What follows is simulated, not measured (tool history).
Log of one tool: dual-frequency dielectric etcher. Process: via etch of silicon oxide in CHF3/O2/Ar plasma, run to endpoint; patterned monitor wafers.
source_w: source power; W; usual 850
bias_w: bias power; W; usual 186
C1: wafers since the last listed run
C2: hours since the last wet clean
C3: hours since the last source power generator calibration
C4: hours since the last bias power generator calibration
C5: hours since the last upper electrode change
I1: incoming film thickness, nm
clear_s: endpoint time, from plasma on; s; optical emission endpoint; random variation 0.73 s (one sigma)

run 1 hour=0.0 | source_w=850 bias_w=186 | C1=0 C2=477.1 C3=1466.5 C4=2874.0 C5=2331.5 | I1=589.6 | clear_s=233.1
run 2 hour=6.0 | source_w=850 bias_w=172 | C1=33 C2=483.1 C3=1472.5 C4=2880.0 C5=2337.5 | I1=593.6 | clear_s=237.0
run 3 hour=17.2 | source_w=850 bias_w=172 | C1=63 C2=494.3 C3=1483.7 C4=2891.2 C5=2348.7 | I1=595.6 | clear_s=238.8
run 4 hour=32.2 | source_w=850 bias_w=172 | C1=84 C2=509.3 C3=1498.7 C4=2906.2 C5=2363.7 | I1=591.4 | clear_s=237.4
run 5 hour=42.0 | source_w=850 bias_w=159 | C1=55 C2=519.1 C3=1508.5 C4=2916.0 C5=2373.5 | I1=591.6 | clear_s=239.5
run 6 hour=48.2 | source_w=850 bias_w=186 | C1=35 C2=525.3 C3=1514.7 C4=2922.2 C5=2379.7 | I1=592.2 | clear_s=234.3
run 7 hour=65.2 | source_w=850 bias_w=186 | C1=96 C2=542.3 C3=1531.7 C4=2939.2 C5=2396.7 | I1=595.9 | clear_s=235.6
run 8 hour=74.3 | source_w=850 bias_w=186 | C1=51 C2=551.4 C3=1540.8 C4=2948.3 C5=2405.8 | I1=597.1 | clear_s=236.8
-- hour=98.6 upper electrode replaced
-- hour=122.7 wet clean of the chamber
run 9 hour=123.2 | source_w=850 bias_w=186 | C1=5 C2=0.5 C3=1589.7 C4=2997.2 C5=24.6 | I1=595.1 | clear_s=243.0
run 10 hour=123.6 | source_w=770 bias_w=206 | C1=2 C2=0.9 C3=1590.1 C4=2997.6 C5=25.0 | I1=592.5 | clear_s=247.0
run 11 hour=124.0 | source_w=850 bias_w=186 | C1=2 C2=1.3 C3=1590.5 C4=2998.0 C5=25.4 | I1=591.8 | clear_s=241.7
run 12 hour=124.4 | source_w=850 bias_w=186 | C1=2 C2=1.7 C3=1590.9 C4=2998.4 C5=25.8 | I1=593.8 | clear_s=244.0
run 13 hour=132.6 | source_w=990 bias_w=220 | C1=46 C2=9.9 C3=1599.1 C4=3006.6 C5=34.0 | I1=595.1 | clear_s=223.2
run 14 hour=149.9 | source_w=680 bias_w=203 | C1=97 C2=27.2 C3=1616.4 C4=3023.9 C5=51.3 | I1=588.4 | clear_s=256.8
run 15 hour=163.7 | source_w=850 bias_w=186 | C1=78 C2=41.0 C3=1630.2 C4=3037.7 C5=65.1 | I1=599.0 | clear_s=245.0
run 16 hour=170.8 | source_w=850 bias_w=220 | C1=40 C2=48.1 C3=1637.3 C4=3044.8 C5=72.2 | I1=596.8 | clear_s=237.0
-- hour=179.5 source power generator calibrated
-- hour=182.4 bias power generator calibrated
run 17 hour=182.9 | source_w=850 bias_w=186 | C1=29 C2=60.2 C3=3.4 C4=0.5 C5=84.3 | I1=596.7 | clear_s=243.0
run 18 hour=188.1 | source_w=770 bias_w=228 | C1=29 C2=65.4 C3=8.6 C4=5.7 C5=89.5 | I1=594.0 | clear_s=241.1
run 19 hour=197.0 | source_w=930 bias_w=174 | C1=50 C2=74.3 C3=17.5 C4=14.6 C5=98.4 | I1=593.1 | clear_s=237.2
run 20 hour=211.1 | source_w=970 bias_w=218 | C1=79 C2=88.4 C3=31.6 C4=28.7 C5=112.5 | I1=593.8 | clear_s=224.2
run 21 hour=221.0 | source_w=700 bias_w=172 | C1=56 C2=98.3 C3=41.5 C4=38.6 C5=122.4 | I1=593.0 | clear_s=263.3
run 22 hour=228.2 | source_w=850 bias_w=186 | C1=40 C2=105.5 C3=48.7 C4=45.8 C5=129.6 | I1=597.6 | clear_s=242.5
run 23 hour=239.8 | source_w=1040 bias_w=211 | C1=65 C2=117.1 C3=60.3 C4=57.4 C5=141.2 | I1=594.1 | clear_s=218.7
run 24 hour=247.7 | source_w=850 bias_w=150 | C1=44 C2=125.0 C3=68.2 C4=65.3 C5=149.1 | I1=597.8 | clear_s=249.8

Forecast each of these 4 alternatives for the next run:
run A hour=248.2 | source_w=1010 bias_w=186 | C1=2 C2=125.5 C3=68.7 C4=65.8 C5=149.6 | I1=592.7 | clear_s=?
run B hour=248.2 | source_w=970 bias_w=186 | C1=2 C2=125.5 C3=68.7 C4=65.8 C5=149.6 | I1=592.7 | clear_s=?
run C hour=248.2 | source_w=930 bias_w=201 | C1=2 C2=125.5 C3=68.7 C4=65.8 C5=149.6 | I1=592.7 | clear_s=?
run D hour=248.2 | source_w=1060 bias_w=212 | C1=2 C2=125.5 C3=68.7 C4=65.8 C5=149.6 | I1=592.7 | clear_s=?

run=A clear_s=224.8
run=B clear_s=228.3
run=C clear_s=228.8
run=D clear_s=215.8
Without the tool's hidden state the same runs would have given:
run=A clear_s=227.2
run=B clear_s=230.7
run=C clear_s=231.2
run=D clear_s=218.1
